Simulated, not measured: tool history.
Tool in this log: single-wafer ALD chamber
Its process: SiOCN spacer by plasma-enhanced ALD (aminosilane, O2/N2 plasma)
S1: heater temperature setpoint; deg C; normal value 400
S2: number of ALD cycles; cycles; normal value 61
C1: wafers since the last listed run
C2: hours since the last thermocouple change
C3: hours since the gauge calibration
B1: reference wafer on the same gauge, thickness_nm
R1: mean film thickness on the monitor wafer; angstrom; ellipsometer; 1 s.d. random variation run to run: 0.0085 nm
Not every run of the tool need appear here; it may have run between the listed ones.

{"run": 1, "hour": 0.0, "S1": 400, "S2": 61, "C1": 0, "C2": 2223.1, "C3": 130.4, "B1": 3.58, "R1": 33.95}
{"run": 2, "hour": 26.4, "S1": 400, "S2": 61, "C1": 120, "C2": 2249.5, "C3": 156.8, "B1": 3.58, "R1": 34.13}
{"run": 3, "hour": 52.8, "S1": 400, "S2": 61, "C1": 120, "C2": 2275.9, "C3": 183.2, "B1": 3.577, "R1": 33.98}
{"run": 4, "hour": 73.2, "S1": 400, "S2": 61, "C1": 93, "C2": 2296.3, "C3": 203.6, "B1": 3.58, "R1": 33.86}
{"run": 5, "hour": 99.4, "S1": 400, "S2": 61, "C1": 119, "C2": 2322.5, "C3": 229.8, "B1": 3.58, "R1": 33.8}
{"hour": 176.5, "done": "thermocouple changed; heater temperature recalibrated"}
{"hour": 188.8, "done": "gauge calibrated"}
{"run": 6, "hour": 201.8, "S1": 400, "S2": 61, "C1": 431, "C2": 25.3, "C3": 13.0, "B1": 3.58, "R1": 33.99}
{"run": 7, "hour": 229.0, "S1": 400, "S2": 61, "C1": 124, "C2": 52.5, "C3": 40.2, "B1": 3.579, "R1": 33.93}
{"run": 8, "hour": 261.4, "S1": 400, "S2": 52, "C1": 148, "C2": 84.9, "C3": 72.6, "B1": 3.579, "R1": 28.96}
{"run": 9, "hour": 279.4, "S1": 408, "S2": 65, "C1": 82, "C2": 102.9, "C3": 90.6, "B1": 3.581, "R1": 35.42}
{"run": 10, "hour": 310.3, "S1": 400, "S2": 61, "C1": 141, "C2": 133.8, "C3": 121.5, "B1": 3.58, "R1": 33.82}
{"run": 11, "hour": 332.9, "S1": 409, "S2": 70, "C1": 103, "C2": 156.4, "C3": 144.1, "B1": 3.579, "R1": 38.1}
{"run": 12, "hour": 356.7, "S1": 406, "S2": 67, "C1": 108, "C2": 180.2, "C3": 167.9, "B1": 3.579, "R1": 36.75}
{"run": 13, "hour": 388.2, "S1": 400, "S2": 61, "C1": 143, "C2": 211.7, "C3": 199.4, "B1": 3.58, "R1": 34.04}

Run 14 has not been measured yet. What should we expect?
{"run": 14, "hour": 422.1, "S1": 407, "S2": 57, "C1": 154, "C2": 245.6, "C3": 233.3, "B1": "?", "R1": "?"}

B1: 3.579
R1: 30.95 angstrom
Were there no unlogged condition in the tool, this run, its random variation unchanged, would have produced R1 30.95 angstrom.
